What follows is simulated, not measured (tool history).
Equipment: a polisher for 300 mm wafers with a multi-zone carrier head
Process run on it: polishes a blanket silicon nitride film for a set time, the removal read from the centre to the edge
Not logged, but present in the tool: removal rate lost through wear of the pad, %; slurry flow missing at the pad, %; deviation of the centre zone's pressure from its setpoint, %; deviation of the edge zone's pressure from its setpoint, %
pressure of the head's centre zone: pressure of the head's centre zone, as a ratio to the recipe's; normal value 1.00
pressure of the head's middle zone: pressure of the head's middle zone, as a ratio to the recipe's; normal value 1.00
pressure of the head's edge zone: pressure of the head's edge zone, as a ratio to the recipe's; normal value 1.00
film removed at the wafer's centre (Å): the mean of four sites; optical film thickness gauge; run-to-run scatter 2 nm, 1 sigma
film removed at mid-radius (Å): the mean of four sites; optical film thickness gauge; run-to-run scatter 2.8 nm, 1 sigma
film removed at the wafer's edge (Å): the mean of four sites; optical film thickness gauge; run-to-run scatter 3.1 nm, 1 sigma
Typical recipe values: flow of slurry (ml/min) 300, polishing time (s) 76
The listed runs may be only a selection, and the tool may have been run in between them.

run	hour	flow of slurry (ml/min)	pressure of the head's centre zone	pressure of the head's middle zone	pressure of the head's edge zone	polishing time (s)	wafers since the last listed run	wafers polished on this pad	hours since the slurry nozzle was cleaned	hours since the centre zone pressure was calibrated	hours since the edge zone pressure was calibrated	hours since the carrier head's membrane was replaced	incoming thickness of the incoming film, nm	film removed at the wafer's centre (Å)	film removed at mid-radius (Å)	film removed at the wafer's edge (Å)
1	0.0	300	1.00	1.00	1.09	76	0	282	142.6	67.3	1390.1	1084.8	572.2	2640	2428	2502
2	17.3	230	1.00	1.08	1.04	87	195	477	159.9	84.6	1407.4	1102.1	567.8	2956	2880	2808
# hour 20.5: centre zone pressure recalibrated, repeated, since the last time left the tool worse
# hour 21.5: edge zone pressure recalibrated
# hour 23.6: carrier head's membrane replaced by a new one
3	31.0	300	1.07	0.92	1.04	76	97	575	173.6	10.5	9.5	7.4	568.9	2484	2255	2422
4	37.9	345	1.00	0.94	1.00	76	78	653	180.5	17.4	16.4	14.3	574.5	2391	2343	2384
5	44.4	300	1.00	1.00	1.05	98	73	727	187.0	23.9	22.9	20.8	576.9	3060	3089	3223
6	51.2	300	1.00	1.00	1.00	84	76	804	193.8	30.7	29.7	27.6	571.1	2616	2608	2672
# hour 70.3: worn pad replaced by a new one
7	70.8	300	1.00	1.05	1.06	76	176	6	213.4	50.3	49.3	47.2	567.6	2387	2500	2379
8	75.5	300	1.00	0.91	1.00	53	53	59	218.1	55.0	54.0	51.9	562.9	1649	1573	1684
9	86.0	240	1.00	1.00	0.92	76	118	177	228.6	65.5	64.5	62.4	573.9	2378	2361	2256
10	93.1	300	1.00	1.00	0.90	91	80	258	235.7	72.6	71.6	69.5	576.3	2845	2867	2711
11	108.5	225	0.97	0.93	1.00	67	174	432	251.1	88.0	87.0	84.9	573.4	1976	1928	2109
12	120.6	380	1.00	1.00	1.00	76	136	569	263.2	100.1	99.1	97.0	573.8	2390	2396	2405
13	128.7	300	1.00	1.00	1.00	76	91	660	271.3	108.2	107.2	105.1	574.4	2375	2373	2362
14	141.2	300	1.00	1.00	1.00	76	141	802	283.8	120.7	119.7	117.6	570.3	2403	2363	2414
15	154.4	300	1.00	1.00	1.00	76	149	951	297.0	133.9	132.9	130.8	565.1	2365	2366	2356
16	161.9	300	1.00	1.00	1.00	76	84	1036	304.5	141.4	140.4	138.3	574.8	2343	2436	2402
17	169.6	300	1.00	1.11	1.00	67	87	1123	312.2	149.1	148.1	146.0	577.6	2066	2332	2085
# hour 175.2: worn pad replaced by a new one
18	181.5	405	0.89	1.00	1.11	89	89	71	324.1	161.0	160.0	157.9	575.2	2626	2884	2981
19	188.2	205	1.08	1.00	1.00	76	75	147	330.8	167.7	166.7	164.6	571.8	2500	2307	2356
20	204.7	300	1.00	1.00	1.00	76	186	334	347.3	184.2	183.2	181.1	579.2	2422	2409	2386
21	216.6	300	1.00	1.00	1.00	76	134	468	359.2	196.1	195.1	193.0	561.8	2403	2408	2389

Here are 5 independent what-if runs from the current tool condition. What would each one return?
A	217.0	400	1.00	1.00	1.00	76	4	473	359.6	196.5	195.5	193.4	576.2	?	?	?
B	217.0	300	1.05	1.00	1.05	76	4	473	359.6	196.5	195.5	193.4	576.2	?	?	?
C	217.0	300	1.00	1.00	0.96	94	4	473	359.6	196.5	195.5	193.4	576.2	?	?	?
D	217.0	335	0.89	1.11	0.89	76	4	473	359.6	196.5	195.5	193.4	576.2	?	?	?
E	217.0	375	1.00	1.00	1.00	76	4	473	359.6	196.5	195.5	193.4	576.2	?	?	?

run	film removed at the wafer's centre (Å)	film removed at mid-radius (Å)	film removed at the wafer's edge (Å)
A	2410	2482	2396
B	2454	2442	2423
C	2928	3021	2870
D	2194	2688	2248
E	2401	2474	2389
Without the tool's unlogged condition, the same runs would have read:
run	film removed at the wafer's centre (Å)	film removed at mid-radius (Å)	film removed at the wafer's edge (Å)
A	2395	2482	2396
B	2439	2442	2423
C	2909	3021	2870
D	2180	2688	2248
E	2386	2474	2389

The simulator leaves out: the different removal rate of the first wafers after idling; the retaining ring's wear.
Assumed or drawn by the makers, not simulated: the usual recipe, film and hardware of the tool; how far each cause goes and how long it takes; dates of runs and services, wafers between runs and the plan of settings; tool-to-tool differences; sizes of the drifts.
